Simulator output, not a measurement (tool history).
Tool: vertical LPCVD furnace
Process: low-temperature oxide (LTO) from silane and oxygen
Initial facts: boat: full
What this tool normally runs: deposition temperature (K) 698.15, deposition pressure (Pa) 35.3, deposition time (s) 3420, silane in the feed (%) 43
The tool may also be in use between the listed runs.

run    hour  deposition temperature (K)  deposition pressure (Pa)  deposition time (s)  silane in the feed (%)  read-back reference wafer on the same gauge, thickness  film thickness on the monitor wafer in the middle of the boat (nm)
  1     0.0                      698.15                      33.3                 3960                      43                                                 1017.10                                                              997.85
  2    43.7                      698.15                      28.7                 3420                      43                                                 1021.76                                                              748.01
  3   109.0                      698.15                      28.7                 3420                      43                                                 1016.87                                                              750.51
  4   173.4                      698.15                      28.7                 3420                      43                                                 1015.96                                                              745.93
  5   243.6                      698.15                      35.3                 3420                      43                                                 1017.90                                                              921.49
  6   300.1                      698.15                      35.3                 3420                      43                                                 1019.45                                                              927.42
  7   343.4                      698.15                      35.3                 3420                      43                                                 1016.83                                                              922.13
  8   405.9                      698.15                      35.3                 3420                      43                                                 1019.34                                                              917.43
  9   470.7                      698.15                      35.3                 3420                      43                                                 1019.80                                                              924.87
 10   509.7                      698.15                      35.3                 3690                      43                                                 1019.21                                                              991.05
 11   544.2                      698.15                      35.3                 3690                      43                                                 1017.70                                                              997.03
      564.4  -- gauge calibrated
      613.6  -- pressure gauge zeroed
 12   614.1                      698.15                      35.3                 3420                      43                                                 1018.52                                                              924.48
      674.2  -- thermocouples replaced and temperature profile calibrated
 13   674.7                      698.15                      35.3                 3420                      43                                                 1019.44                                                              889.33
 14   743.3                      698.15                      35.3                 3420                      43                                                 1019.66                                                              891.84
 15   772.9                      698.15                      40.0                 3420                      43                                                 1019.45                                                             1016.96
 16   839.4                      698.15                      40.0                 3420                      43                                                 1019.10                                                             1007.70
 17   907.2                      698.15                      26.7                 3420                      43                                                 1019.91                                                              672.88
 18   948.3                      689.15                      31.3                 2790                      43                                                 1021.55                                                              593.10
 19  1020.3                      698.15                      35.3                 4590                      43                                                 1019.57                                                             1185.52
 20  1053.3                      693.15                      35.3                 3420                      36                                                 1020.21                                                              693.22
 21  1111.1                      698.15                      35.3                 3420                      43                                                 1020.22                                                              895.22
 22  1177.1                      698.15                      35.3                 3420                      43                                                 1017.36                                                              897.99
 23  1245.7                      703.15                      35.3                 3420                      47                                                 1019.43                                                             1022.07
 24  1272.1                      703.15                      35.3                 4350                      43                                                 1020.28                                                             1191.13
 25  1317.2                      708.15                      42.0                 2130                      46                                                 1018.29                                                              778.31
 26  1373.1                      703.15                      28.0                 4380                      49                                                 1018.49                                                             1069.34
     1437.1  -- silane flow controller replaced
 27  1437.6                      698.15                      35.3                 4560                      36                                                 1020.26                                                              974.59
 28  1472.3                      703.15                      35.3                 2460                      43                                                 1019.17                                                              679.29
 29  1543.6                      703.15                      30.7                 3420                      48                                                 1018.74                                                              896.51
 30  1593.6                      698.15                      35.3                 3420                      43                                                 1018.86                                                              898.78
 31  1773.7                      698.15                      35.3                 3420                      47                                                 1019.87                                                              976.02
 32  1839.5                      698.15                      35.3                 3420                      43                                                 1021.67                                                              895.21

Each row is a separate what-if for the run after 32, all from the same tool condition, not one after another. Results?
  A  1843.7                      698.15                      35.3                 3420                      43                                                       ?                                                                   ?
  B  1843.7                      698.15                      35.3                 2490                      36                                                       ?                                                                   ?
  C  1843.7                      701.15                      35.3                 3420                      48                                                       ?                                                                   ?

run  read-back reference wafer on the same gauge, thickness  film thickness on the monitor wafer in the middle of the boat (nm)
  A                                                 1019.72                                                              896.86
  B                                                 1019.72                                                              535.18
  C                                                 1019.72                                                             1018.81
Had the tool no hidden state, the same runs would have come out as:
run  film thickness on the monitor wafer in the middle of the boat (nm)
  A                                                              881.75
  B                                                              525.64
  C                                                             1002.51
